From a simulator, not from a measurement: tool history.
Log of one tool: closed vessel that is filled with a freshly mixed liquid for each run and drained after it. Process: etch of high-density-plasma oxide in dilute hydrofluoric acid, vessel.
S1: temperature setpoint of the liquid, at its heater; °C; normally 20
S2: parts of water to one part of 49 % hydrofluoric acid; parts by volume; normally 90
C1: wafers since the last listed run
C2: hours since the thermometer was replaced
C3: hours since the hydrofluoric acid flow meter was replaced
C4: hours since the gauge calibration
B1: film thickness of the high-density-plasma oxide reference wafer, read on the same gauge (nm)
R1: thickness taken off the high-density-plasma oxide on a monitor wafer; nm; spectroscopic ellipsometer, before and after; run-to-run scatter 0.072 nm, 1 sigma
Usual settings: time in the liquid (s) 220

run 1 hour=0 | S1=20 S2=55 time_in_the_liquid_(s)=220 | C1=0 C2=2010.2 C3=1011.3 C4=2463.3 | B1=150.01 | R1=22.42
run 2 hour=41 | S1=20 S2=90 time_in_the_liquid_(s)=220 | C1=4924 C2=2051.2 C3=1052.3 C4=2504.3 | B1=150.02 | R1=13.13
run 3 hour=78 | S1=20 S2=90 time_in_the_liquid_(s)=220 | C1=4444 C2=2088.2 C3=1089.3 C4=2541.3 | B1=150.03 | R1=13.15
run 4 hour=140.3 | S1=20 S2=90 time_in_the_liquid_(s)=220 | C1=7483 C2=2150.5 C3=1151.6 C4=2603.6 | B1=149.99 | R1=13.21
run 5 hour=169.8 | S1=20 S2=90 time_in_the_liquid_(s)=220 | C1=3543 C2=2180 C3=1181.1 C4=2633.1 | B1=149.99 | R1=13.17
run 6 hour=223.1 | S1=20 S2=90 time_in_the_liquid_(s)=220 | C1=6402 C2=2233.3 C3=1234.4 C4=2686.4 | B1=150 | R1=13.17
-- hour=268.7 gauge calibrated
run 7 hour=294.5 | S1=17 S2=90 time_in_the_liquid_(s)=220 | C1=8576 C2=2304.7 C3=1305.8 C4=25.8 | B1=150.01 | R1=11.55
run 8 hour=355.8 | S1=18.5 S2=90 time_in_the_liquid_(s)=220 | C1=7363 C2=2366 C3=1367.1 C4=87.1 | B1=150.05 | R1=12.23
run 9 hour=384.4 | S1=18.5 S2=90 time_in_the_liquid_(s)=220 | C1=3435 C2=2394.6 C3=1395.7 C4=115.7 | B1=150 | R1=12.24
-- hour=391.3 thermometer replaced
run 10 hour=455.4 | S1=18.5 S2=90 time_in_the_liquid_(s)=220 | C1=8408 C2=64.1 C3=1466.7 C4=186.7 | B1=150 | R1=12.22
run 11 hour=517 | S1=20 S2=90 time_in_the_liquid_(s)=220 | C1=7399 C2=125.7 C3=1528.3 C4=248.3 | B1=150.02 | R1=12.95
run 12 hour=575.6 | S1=17 S2=55 time_in_the_liquid_(s)=310 | C1=7038 C2=184.3 C3=1586.9 C4=306.9 | B1=150 | R1=27.41
run 13 hour=614.7 | S1=18 S2=90 time_in_the_liquid_(s)=300 | C1=4696 C2=223.4 C3=1626 C4=346 | B1=149.99 | R1=16.15
run 14 hour=680 | S1=20 S2=90 time_in_the_liquid_(s)=220 | C1=7843 C2=288.7 C3=1691.3 C4=411.3 | B1=150 | R1=12.9
run 15 hour=742 | S1=21.5 S2=90 time_in_the_liquid_(s)=220 | C1=7447 C2=350.7 C3=1753.3 C4=473.3 | B1=150.01 | R1=13.71
run 16 hour=778.6 | S1=20 S2=90 time_in_the_liquid_(s)=220 | C1=4396 C2=387.3 C3=1789.9 C4=509.9 | B1=149.99 | R1=12.88
run 17 hour=836 | S1=17 S2=110 time_in_the_liquid_(s)=295 | C1=6894 C2=444.7 C3=1847.3 C4=567.3 | B1=150 | R1=12.13

Run 18 comes next. What will it give?
run 18 hour=907.5 | S1=20 S2=90 time_in_the_liquid_(s)=220 | C1=8588 C2=516.2 C3=1918.8 C4=638.8 | B1=? | R1=?

B1: 149.98
R1: 12.76 nm
If the tool had no hidden condition, the same run with the same run-to-run variation would have returned R1 13.64 nm.
